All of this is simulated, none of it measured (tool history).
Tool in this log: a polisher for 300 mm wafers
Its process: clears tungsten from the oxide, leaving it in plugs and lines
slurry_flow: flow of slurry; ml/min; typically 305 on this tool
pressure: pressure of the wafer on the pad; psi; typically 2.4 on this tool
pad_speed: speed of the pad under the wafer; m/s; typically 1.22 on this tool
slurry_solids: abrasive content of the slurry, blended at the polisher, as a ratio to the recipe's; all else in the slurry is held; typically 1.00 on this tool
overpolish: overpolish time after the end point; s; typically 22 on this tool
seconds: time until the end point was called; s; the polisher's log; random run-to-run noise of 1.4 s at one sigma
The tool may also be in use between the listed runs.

| run | hour | slurry_flow | pressure | pad_speed | slurry_solids | overpolish | incoming thickness of the incoming film, nm | seconds |
|---|---|---|---|---|---|---|---|---|
| 1 | 0.0 | 305 | 2.8 | 1.22 | 1.00 | 22 | 373.1 | 90.9 |
| 2 | 15.2 | 305 | 2.4 | 1.22 | 1.00 | 14 | 370.9 | 105.5 |
| 3 | 23.6 | 305 | 2.4 | 1.22 | 1.00 | 14 | 370.2 | 104.2 |
| 4 | 29.7 | 305 | 2.4 | 1.36 | 1.00 | 22 | 369.6 | 95.4 |
| 5 | 37.5 | 305 | 2.4 | 1.22 | 1.00 | 22 | 371.1 | 107.1 |
| 6 | 46.9 | 305 | 2.4 | 1.22 | 1.00 | 22 | 369.6 | 110.2 |
| 7 | 63.4 | 305 | 2.4 | 1.22 | 1.00 | 22 | 366.3 | 106.0 |
| 8 | 70.5 | 305 | 2.4 | 1.22 | 0.85 | 22 | 376.0 | 115.6 |
|  | 85.7 | slurry nozzle cleaned |
| 9 | 86.6 | 305 | 2.4 | 1.22 | 1.00 | 22 | 371.3 | 110.1 |
|  | 100.6 | slurry tank refilled with fresh slurry and peroxide |
| 10 | 103.5 | 360 | 3.1 | 1.22 | 1.00 | 17 | 376.8 | 86.5 |
|  | 112.5 | slurry blender recalibrated |
| 11 | 113.0 | 305 | 2.4 | 1.52 | 1.25 | 17 | 368.9 | 86.6 |
| 12 | 121.0 | 265 | 2.4 | 1.22 | 1.30 | 22 | 364.3 | 103.0 |
| 13 | 134.8 | 305 | 2.4 | 0.86 | 1.00 | 13 | 374.9 | 144.1 |
|  | 141.9 | worn pad replaced by a new one |
| 14 | 143.7 | 305 | 2.4 | 1.22 | 1.20 | 27 | 372.7 | 95.8 |
|  | 147.7 | head pressure recalibrated |
| 15 | 151.7 | 340 | 2.4 | 1.22 | 1.00 | 26 | 372.6 | 96.9 |
| 16 | 168.7 | 305 | 2.4 | 1.22 | 1.00 | 22 | 373.2 | 101.1 |
| 17 | 177.9 | 305 | 2.4 | 1.22 | 1.00 | 22 | 369.1 | 101.4 |
| 18 | 186.3 | 305 | 2.4 | 1.22 | 1.00 | 14 | 367.2 | 100.0 |

Alternative continuations, all from the tool just after run 18; predict every row:
| A | 186.8 | 305 | 2.4 | 1.22 | 1.00 | 22 | 367.3 | ? |
| B | 186.8 | 305 | 2.4 | 0.98 | 1.00 | 15 | 367.3 | ? |
| C | 186.8 | 225 | 2.4 | 1.42 | 0.90 | 22 | 367.3 | ? |
| D | 186.8 | 215 | 2.4 | 1.40 | 1.15 | 18 | 367.3 | ? |
| E | 186.8 | 305 | 3.0 | 1.60 | 1.00 | 11 | 367.3 | ? |

| run | seconds |
|---|---|
| A | 104.2 |
| B | 122.4 |
| C | 98.6 |
| D | 94.4 |
| E | 69.7 |
Take away the tool's hidden state, keep each run's random variation, and the runs would have read:
| run | seconds |
|---|---|
| A | 97.4 |
| B | 114.5 |
| C | 92.2 |
| D | 88.3 |
| E | 65.2 |
